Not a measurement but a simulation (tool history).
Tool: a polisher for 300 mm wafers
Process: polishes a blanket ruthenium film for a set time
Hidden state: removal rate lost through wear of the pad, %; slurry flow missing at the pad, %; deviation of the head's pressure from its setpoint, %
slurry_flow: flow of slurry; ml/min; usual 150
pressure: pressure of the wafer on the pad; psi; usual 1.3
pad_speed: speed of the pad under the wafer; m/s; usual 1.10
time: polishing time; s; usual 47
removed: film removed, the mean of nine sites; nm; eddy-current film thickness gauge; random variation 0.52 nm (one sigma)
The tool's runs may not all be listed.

run,day,slurry_flow,pressure,pad_speed,time,wafers since the last listed run,wafers polished on this pad,hours since the slurry nozzle was cleaned,hours since the head pressure was calibrated,"incoming thickness of the incoming film, nm",removed
1,0.000,150,1.3,1.10,47,0,3308,718.1,613.3,477.0,34.5
2,2.579,180,1.3,1.10,47,509,3818,780.0,675.2,474.3,36.3
# day 3.829: slurry nozzle cleaned
# day 6.125: head pressure recalibrated
3,6.146,150,1.3,1.10,47,680,4499,55.6,0.5,474.7,37.7
4,10.254,150,1.3,1.10,47,812,5311,154.2,99.1,467.0,36.1
# day 10.458: worn pad replaced by a new one
5,13.925,150,1.3,1.10,47,692,685,242.3,187.2,477.5,40.1
6,15.671,150,1.3,1.10,52,345,1031,284.2,229.1,462.9,43.8
7,19.492,150,1.3,1.10,52,755,1786,375.9,320.8,470.0,43.2
8,22.179,150,1.3,1.10,52,531,2317,440.4,385.3,465.8,41.6
9,24.312,150,1.3,1.10,47,421,2739,491.6,436.5,470.5,37.8
10,28.592,150,1.3,1.10,47,846,3585,594.3,539.2,462.8,36.4
# day 30.208: slurry nozzle cleaned
11,32.975,150,1.3,1.10,47,858,4444,66.4,644.4,473.1,37.6
# day 35.104: head pressure recalibrated
12,35.875,150,1.3,1.10,47,556,5001,136.0,18.5,478.5,36.1
# day 37.583: worn pad replaced by a new one
13,41.800,150,1.3,1.10,47,1138,833,278.2,160.7,472.3,40.0
14,44.800,150,1.3,1.10,57,593,1426,350.2,232.7,471.9,48.6
15,47.400,150,1.3,1.10,47,514,1940,412.6,295.1,469.6,38.3
16,51.329,150,1.3,1.10,47,776,2717,506.9,389.4,477.2,37.4
17,55.312,130,1.8,1.20,32,787,3505,602.5,485.0,475.6,31.7
# day 57.158: slurry nozzle cleaned
18,57.762,150,1.3,1.10,47,476,3981,14.5,543.8,470.6,37.9
19,61.292,175,1.6,1.46,38,697,4679,99.2,628.5,465.5,46.9
# day 61.588: head pressure recalibrated
20,64.775,170,1.6,1.10,47,672,5351,182.8,76.5,474.3,43.3
21,68.358,150,1.3,1.10,47,708,6060,268.8,162.5,472.1,36.6
22,71.121,105,1.3,1.10,47,546,6606,335.1,228.8,470.5,32.4
# day 71.725: worn pad replaced by a new one
23,72.962,150,1.3,1.10,47,331,244,379.3,273.0,466.6,40.1
24,74.733,150,1.3,1.10,47,350,594,421.8,315.5,463.4,38.2
25,76.725,150,1.1,1.10,59,393,988,469.6,363.3,474.0,43.8
26,78.404,200,0.8,1.10,42,332,1320,509.9,403.6,472.5,27.2
27,80.312,150,1.0,0.86,43,377,1697,555.7,449.4,469.5,23.1
28,83.708,120,1.6,1.32,41,671,2369,637.2,530.9,474.3,40.7
29,87.925,150,1.6,1.10,32,833,3203,738.4,632.1,474.2,28.5
# day 90.108: head pressure recalibrated
# day 90.462: slurry nozzle cleaned
30,91.375,150,1.3,1.10,47,657,3860,21.9,30.4,468.6,38.3
31,95.083,150,1.3,1.10,47,733,4593,110.9,119.4,464.2,37.6
32,98.283,180,1.6,1.40,47,632,5226,187.7,196.2,460.2,55.9
# day 98.571: worn pad replaced by a new one
33,101.412,150,1.0,1.10,35,585,562,262.8,271.3,470.2,26.0
34,105.492,150,1.4,1.44,58,806,1368,360.7,369.2,468.3,66.9
35,109.029,150,1.1,1.10,47,699,2068,445.6,454.1,468.2,34.7
36,111.888,115,1.3,1.10,52,565,2633,514.2,522.7,466.1,38.6

Hidden state at the last listed run before each entry between runs and at the first one after, where it differs:
Between runs 2 and 3: slurry nozzle cleaned (day 3.829); head pressure recalibrated (day 6.125)
  removal rate lost through wear of the pad, %: 8.95 -> 10.3; slurry flow missing at the pad, %: 35.7 -> 6.45
  measured less the result without the state, removed: -7.5 -> -4.9 nm
Between runs 4 and 5: worn pad replaced by a new one (day 10.458)
  removal rate lost through wear of the pad, %: 11.8 -> 1.99; slurry flow missing at the pad, %: 9.96 -> 13.1
  measured less the result without the state, removed: -5.8 -> -2.1 nm
Between runs 10 and 11: slurry nozzle cleaned (day 30.208)
  removal rate lost through wear of the pad, %: 7.47 -> 9.1; slurry flow missing at the pad, %: 25.6 -> 5.12
  measured less the result without the state, removed: -5.7 -> -4.2 nm
Between runs 11 and 12: head pressure recalibrated (day 35.104)
  removal rate lost through wear of the pad, %: 9.1 -> 10.2; slurry flow missing at the pad, %: 5.12 -> 7.59
  measured less the result without the state, removed: -4.2 -> -4.7 nm
Between runs 12 and 13: worn pad replaced by a new one (day 37.583)
  removal rate lost through wear of the pad, %: 10.2 -> 2.19; slurry flow missing at the pad, %: 7.59 -> 12.7
  measured less the result without the state, removed: -4.7 -> -2.1 nm
Between runs 17 and 18: slurry nozzle cleaned (day 57.158)
  removal rate lost through wear of the pad, %: 7.23 -> 8.15; slurry flow missing at the pad, %: 24.2 -> 3.11
  measured less the result without the state, removed: -5.0 -> -3.6 nm
Between runs 19 and 20: head pressure recalibrated (day 61.588)
  removal rate lost through wear of the pad, %: 9.47 -> 10.8; slurry flow missing at the pad, %: 6.13 -> 9.1
  measured less the result without the state, removed: -5.5 -> -6.1 nm
Between runs 22 and 23: worn pad replaced by a new one (day 71.725)
  removal rate lost through wear of the pad, %: 13.1 -> 2.03; slurry flow missing at the pad, %: 14.5 -> 16.1
  measured less the result without the state, removed: -6.7 -> -2.4 nm
Between runs 29 and 30: head pressure recalibrated (day 90.108); slurry nozzle cleaned (day 90.462)
  removal rate lost through wear of the pad, %: 7.62 -> 8.91; slurry flow missing at the pad, %: 28.9 -> 1.64
  measured less the result without the state, removed: -4.9 -> -3.8 nm
Between runs 32 and 33: worn pad replaced by a new one (day 98.571)
  removal rate lost through wear of the pad, %: 11.5 -> 1.5; slurry flow missing at the pad, %: 7.54 -> 10.2
  measured less the result without the state, removed: -8.1 -> -1.0 nm

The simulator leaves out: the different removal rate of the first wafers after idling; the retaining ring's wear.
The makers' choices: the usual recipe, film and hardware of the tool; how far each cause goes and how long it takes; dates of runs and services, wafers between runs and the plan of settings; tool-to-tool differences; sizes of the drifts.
